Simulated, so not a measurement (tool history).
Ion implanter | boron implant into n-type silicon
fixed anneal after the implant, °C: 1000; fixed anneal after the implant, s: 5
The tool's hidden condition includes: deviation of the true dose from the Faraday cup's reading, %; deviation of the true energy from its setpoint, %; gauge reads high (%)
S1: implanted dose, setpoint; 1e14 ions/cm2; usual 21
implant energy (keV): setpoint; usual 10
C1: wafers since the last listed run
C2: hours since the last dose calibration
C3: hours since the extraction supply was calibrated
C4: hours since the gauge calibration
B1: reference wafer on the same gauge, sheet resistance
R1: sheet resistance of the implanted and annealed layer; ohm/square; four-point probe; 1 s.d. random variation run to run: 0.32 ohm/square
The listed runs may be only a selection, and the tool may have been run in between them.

{"run": 1, "hour": 0.0, "S1": 21, "implant energy (keV)": 10, "C1": 0, "C2": 1236.4, "C3": 1835.8, "C4": 985.6, "B1": 116.99, "R1": 110.25}
{"run": 2, "hour": 106.1, "S1": 21, "implant energy (keV)": 10, "C1": 2108, "C2": 1342.5, "C3": 1941.9, "C4": 1091.7, "B1": 116.96, "R1": 110.66}
{"run": 3, "hour": 193.8, "S1": 21, "implant energy (keV)": 10, "C1": 1742, "C2": 1430.2, "C3": 2029.6, "C4": 1179.4, "B1": 116.95, "R1": 110.51}
{"run": 4, "hour": 239.6, "S1": 21, "implant energy (keV)": 10, "C1": 910, "C2": 1476, "C3": 2075.4, "C4": 1225.2, "B1": 116.97, "R1": 110.67}
{"run": 5, "hour": 303.2, "S1": 21, "implant energy (keV)": 10, "C1": 1263, "C2": 1539.6, "C3": 2139, "C4": 1288.8, "B1": 116.94, "R1": 111.11}
{"run": 6, "hour": 467.8, "S1": 21, "implant energy (keV)": 10, "C1": 3270, "C2": 1704.2, "C3": 2303.6, "C4": 1453.4, "B1": 117.06, "R1": 111.19}
{"run": 7, "hour": 537.3, "S1": 21, "implant energy (keV)": 10, "C1": 1380, "C2": 1773.7, "C3": 2373.1, "C4": 1522.9, "B1": 116.92, "R1": 110.76}
{"run": 8, "hour": 623.8, "S1": 21, "implant energy (keV)": 10, "C1": 1718, "C2": 1860.2, "C3": 2459.6, "C4": 1609.4, "B1": 116.93, "R1": 111}
{"run": 9, "hour": 725.6, "S1": 21, "implant energy (keV)": 10, "C1": 2022, "C2": 1962, "C3": 2561.4, "C4": 1711.2, "B1": 117.02, "R1": 110.82}
{"hour": 783.8, "done": "Faraday cup replaced and dose calibrated"}
{"run": 10, "hour": 793.1, "S1": 21, "implant energy (keV)": 10, "C1": 1182, "C2": 9.3, "C3": 2628.9, "C4": 1778.7, "B1": 117.01, "R1": 111.14}
{"run": 11, "hour": 839.9, "S1": 22.31, "implant energy (keV)": 10, "C1": 929, "C2": 56.1, "C3": 2675.7, "C4": 1825.5, "B1": 117.02, "R1": 109.57}
{"run": 12, "hour": 920.5, "S1": 21, "implant energy (keV)": 12, "C1": 1601, "C2": 136.7, "C3": 2756.3, "C4": 1906.1, "B1": 117.01, "R1": 99.94}
{"run": 13, "hour": 967.5, "S1": 21, "implant energy (keV)": 10, "C1": 933, "C2": 183.7, "C3": 2803.3, "C4": 1953.1, "B1": 117.07, "R1": 111.16}
{"run": 14, "hour": 1020.0, "S1": 21, "implant energy (keV)": 10, "C1": 1043, "C2": 236.2, "C3": 2855.8, "C4": 2005.6, "B1": 117.02, "R1": 111.68}
{"run": 15, "hour": 1089.5, "S1": 22.79, "implant energy (keV)": 8, "C1": 1380, "C2": 305.7, "C3": 2925.3, "C4": 2075.1, "B1": 116.96, "R1": 125.66}
{"run": 16, "hour": 1166.3, "S1": 16.82, "implant energy (keV)": 8.5, "C1": 1525, "C2": 382.5, "C3": 3002.1, "C4": 2151.9, "B1": 117.01, "R1": 128.48}
{"run": 17, "hour": 1273.5, "S1": 21, "implant energy (keV)": 6.5, "C1": 2130, "C2": 489.7, "C3": 3109.3, "C4": 2259.1, "B1": 117.04, "R1": 144.05}
{"run": 18, "hour": 1347.1, "S1": 21, "implant energy (keV)": 10, "C1": 1462, "C2": 563.3, "C3": 3182.9, "C4": 2332.7, "B1": 116.99, "R1": 111.86}
{"hour": 1405.0, "done": "extraction supply calibrated"}
{"run": 19, "hour": 1409.7, "S1": 21, "implant energy (keV)": 10, "C1": 1084, "C2": 625.9, "C3": 4.7, "C4": 2395.3, "B1": 117.01, "R1": 109.2}
{"hour": 1423.2, "done": "gauge calibrated"}
{"run": 20, "hour": 1578.7, "S1": 27.07, "implant energy (keV)": 9, "C1": 3357, "C2": 794.9, "C3": 173.7, "C4": 155.5, "B1": 117.1, "R1": 111.27}
{"run": 21, "hour": 1645.1, "S1": 15.41, "implant energy (keV)": 12.5, "C1": 1319, "C2": 861.3, "C3": 240.1, "C4": 221.9, "B1": 116.99, "R1": 107.13}
{"run": 22, "hour": 1718.3, "S1": 21, "implant energy (keV)": 11.5, "C1": 1454, "C2": 934.5, "C3": 313.3, "C4": 295.1, "B1": 116.99, "R1": 101.13}
{"run": 23, "hour": 1767.9, "S1": 15.49, "implant energy (keV)": 7, "C1": 985, "C2": 984.1, "C3": 362.9, "C4": 344.7, "B1": 116.99, "R1": 142.42}
{"run": 24, "hour": 1813.8, "S1": 18.91, "implant energy (keV)": 8, "C1": 912, "C2": 1030, "C3": 408.8, "C4": 390.6, "B1": 117, "R1": 128.25}
{"run": 25, "hour": 1879.9, "S1": 21, "implant energy (keV)": 10, "C1": 1313, "C2": 1096.1, "C3": 474.9, "C4": 456.7, "B1": 117, "R1": 109.3}
{"run": 26, "hour": 1946.4, "S1": 21, "implant energy (keV)": 10, "C1": 1321, "C2": 1162.6, "C3": 541.4, "C4": 523.2, "B1": 116.94, "R1": 109.93}

Some steps in R1 between neighbouring runs. How much of each would the tool show without its hidden state too (settings, what came in, random variation), and how much is left for the hidden state, with any gauge scatter that isn't in both results?
Run 17 -> 18: implant energy (keV) 6.5 -> 10. R1 -32.19 ohm/square: hidden state -0.71, all else -31.48.
Run 18 -> 19: extraction supply calibrated. R1 -2.66 ohm/square: hidden state -2.54, all else -0.12.
Run 22 -> 23: S1 21 -> 15.49, implant energy (keV) 11.5 -> 7. R1 +41.29 ohm/square: hidden state +0.22, all else +41.07.

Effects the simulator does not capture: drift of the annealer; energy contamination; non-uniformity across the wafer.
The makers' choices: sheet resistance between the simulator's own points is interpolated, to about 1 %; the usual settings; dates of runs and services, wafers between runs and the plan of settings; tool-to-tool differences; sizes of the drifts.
